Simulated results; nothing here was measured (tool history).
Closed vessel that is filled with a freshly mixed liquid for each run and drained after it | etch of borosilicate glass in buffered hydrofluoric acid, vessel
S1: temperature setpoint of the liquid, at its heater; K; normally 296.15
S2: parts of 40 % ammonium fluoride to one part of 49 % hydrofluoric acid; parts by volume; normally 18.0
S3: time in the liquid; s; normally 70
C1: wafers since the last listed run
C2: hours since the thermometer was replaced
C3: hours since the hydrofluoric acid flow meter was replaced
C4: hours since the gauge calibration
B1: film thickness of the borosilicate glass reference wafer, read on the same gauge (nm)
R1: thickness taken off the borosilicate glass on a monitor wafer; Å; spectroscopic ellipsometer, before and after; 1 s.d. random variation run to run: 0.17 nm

Run 1, hour 0.0: usual settings; C1 0; C2 716.9; C3 274.4; C4 722.7; B1 140.03. Result: R1 497.2 Å.
Run 2, hour 58.4: usual settings but S1 292.15 K; C1 5445; C2 775.3; C3 332.8; C4 781.1; B1 140.00. Result: R1 395.5 Å.
Run 3, hour 123.5: usual settings but S1 292.15 K; C1 6070; C2 840.4; C3 397.9; C4 846.2; B1 140.00. Result: R1 394.3 Å.
Run 4, hour 176.6: usual settings; C1 4951; C2 893.5; C3 451.0; C4 899.3; B1 139.98. Result: R1 492.4 Å.
Run 5, hour 213.4: usual settings but S1 294.65 K; C1 3431; C2 930.3; C3 487.8; C4 936.1; B1 139.99. Result: R1 449.3 Å.
Run 6, hour 276.0: usual settings but S3 55 s; C1 5837; C2 992.9; C3 550.4; C4 998.7; B1 140.01. Result: R1 380.6 Å.
Run 7, hour 315.3: usual settings but S3 55 s; C1 3664; C2 1032.2; C3 589.7; C4 1038.0; B1 139.99. Result: R1 378.9 Å.
At hour 323.9: hydrofluoric acid flow meter replaced.
Run 8, hour 346.2: usual settings but S3 55 s; C1 2788; C2 1063.1; C3 22.3; C4 1068.9; B1 139.98. Result: R1 398.5 Å.
Run 9, hour 386.7: usual settings but S1 294.15 K, S2 23.0 parts by volume; C1 3776; C2 1103.6; C3 62.8; C4 1109.4; B1 140.02. Result: R1 367.3 Å.
At hour 425.2: thermometer replaced.
Run 10, hour 446.9: usual settings but S1 294.15 K, S2 23.0 parts by volume; C1 5520; C2 21.7; C3 123.0; C4 1169.6; B1 139.98. Result: R1 374.9 Å.
Run 11, hour 516.8: usual settings but S2 12.5 parts by volume, S3 50 s; C1 6518; C2 91.6; C3 192.9; C4 1239.5; B1 140.03. Result: R1 516.0 Å.
Run 12, hour 542.6: usual settings but S2 12.5 parts by volume, S3 50 s; C1 2405; C2 117.4; C3 218.7; C4 1265.3; B1 140.03. Result: R1 514.3 Å.
Run 13, hour 579.2: usual settings but S2 12.5 parts by volume, S3 50 s; C1 3413; C2 154.0; C3 255.3; C4 1301.9; B1 139.99. Result: R1 516.4 Å.
Run 14, hour 632.8: usual settings but S3 50 s; C1 4998; C2 207.6; C3 308.9; C4 1355.5; B1 140.03. Result: R1 358.8 Å.
Run 15, hour 660.2: usual settings but S1 300.15 K, S2 11.5 parts by volume, S3 55 s; C1 2555; C2 235.0; C3 336.3; C4 1382.9; B1 140.03. Result: R1 757.0 Å.
Run 16, hour 723.8: usual settings but S1 301.15 K; C1 5930; C2 298.6; C3 399.9; C4 1446.5; B1 140.06. Result: R1 646.6 Å.
Run 17, hour 789.6: usual settings but S1 292.65 K, S2 22.5 parts by volume, S3 45 s; C1 6135; C2 364.4; C3 465.7; C4 1512.3; B1 139.96. Result: R1 220.6 Å.
At hour 841.8: hydrofluoric acid flow meter replaced.
Run 18, hour 868.1: usual settings but S1 293.65 K, S3 85 s; C1 7226; C2 442.9; C3 26.3; C4 1590.8; B1 139.98. Result: R1 543.0 Å.
Run 19, hour 899.7: usual settings; C1 2946; C2 474.5; C3 57.9; C4 1622.4; B1 140.01. Result: R1 511.1 Å.
At hour 954.2: gauge calibrated.
Run 20, hour 1077.1: usual settings but S1 297.65 K, S2 12.5 parts by volume; C1 16542; C2 651.9; C3 235.3; C4 122.9; B1 139.96. Result: R1 783.4 Å.
Run 21, hour 1108.9: usual settings but S1 300.15 K, S2 14.5 parts by volume; C1 2965; C2 683.7; C3 267.1; C4 154.7; B1 140.02. Result: R1 766.5 Å.
Run 22, hour 1134.8: usual settings; C1 2415; C2 709.6; C3 293.0; C4 180.6; B1 139.97. Result: R1 500.5 Å.
Run 23, hour 1182.6: usual settings but S1 292.15 K, S3 105 s; C1 4457; C2 757.4; C3 340.8; C4 228.4; B1 139.97. Result: R1 599.2 Å.
Run 24, hour 1231.9: usual settings but S1 298.15 K, S2 21.5 parts by volume, S3 105 s; C1 4597; C2 806.7; C3 390.1; C4 277.7; B1 139.97. Result: R1 710.5 Å.
At hour 1319.1: hydrofluoric acid flow meter replaced.
Run 25, hour 1359.8: usual settings; C1 11833; C2 934.6; C3 40.7; C4 405.6; B1 139.98. Result: R1 505.8 Å.
Run 26, hour 1388.9: usual settings; C1 2713; C2 963.7; C3 69.8; C4 434.7; B1 139.98. Result: R1 502.5 Å.
Run 27, hour 1444.3: usual settings; C1 5166; C2 1019.1; C3 125.2; C4 490.1; B1 140.01. Result: R1 502.1 Å.
Run 28, hour 1495.9: usual settings but S1 294.15 K, S2 23.0 parts by volume; C1 4811; C2 1070.7; C3 176.8; C4 541.7; B1 139.98. Result: R1 369.5 Å.
Run 29, hour 1541.0: usual settings; C1 4205; C2 1115.8; C3 221.9; C4 586.8; B1 140.03. Result: R1 500.0 Å.
Run 30, hour 1569.2: usual settings but S1 291.15 K, S2 22.0 parts by volume, S3 105 s; C1 2629; C2 1144.0; C3 250.1; C4 615.0; B1 140.02. Result: R1 478.6 Å.
Run 31, hour 1604.5: usual settings; C1 3291; C2 1179.3; C3 285.4; C4 650.3; B1 140.02. Result: R1 497.5 Å.
Run 32, hour 1668.4: usual settings but S1 291.15 K, S2 14.5 parts by volume; C1 5958; C2 1243.2; C3 349.3; C4 714.2; B1 140.02. Result: R1 463.7 Å.

Branching from run 32: 4 alternative next runs. What would each branch give?
Run A, hour 1669.1: usual settings but S1 300.65 K; C1 65; C2 1243.9; C3 350.0; C4 714.9; B1 ?. Result: R1 ?.
Run B, hour 1669.1: usual settings but S1 299.65 K, S2 13.5 parts by volume, S3 100 s; C1 65; C2 1243.9; C3 350.0; C4 714.9; B1 ?. Result: R1 ?.
Run C, hour 1669.1: usual settings but S2 12.0 parts by volume, S3 95 s; C1 65; C2 1243.9; C3 350.0; C4 714.9; B1 ?. Result: R1 ?.
Run D, hour 1669.1: usual settings but S2 16.0 parts by volume; C1 65; C2 1243.9; C3 350.0; C4 714.9; B1 ?. Result: R1 ?.

run      B1      R1
  A  140.02   627.5
  B  140.02  1130.0
  C  140.02  1000.2
  D  140.02   554.3
Had the tool no hidden state, the same runs would have come out as:
run      R1
  A   655.1
  B  1179.7
  C  1044.6
  D   579.0

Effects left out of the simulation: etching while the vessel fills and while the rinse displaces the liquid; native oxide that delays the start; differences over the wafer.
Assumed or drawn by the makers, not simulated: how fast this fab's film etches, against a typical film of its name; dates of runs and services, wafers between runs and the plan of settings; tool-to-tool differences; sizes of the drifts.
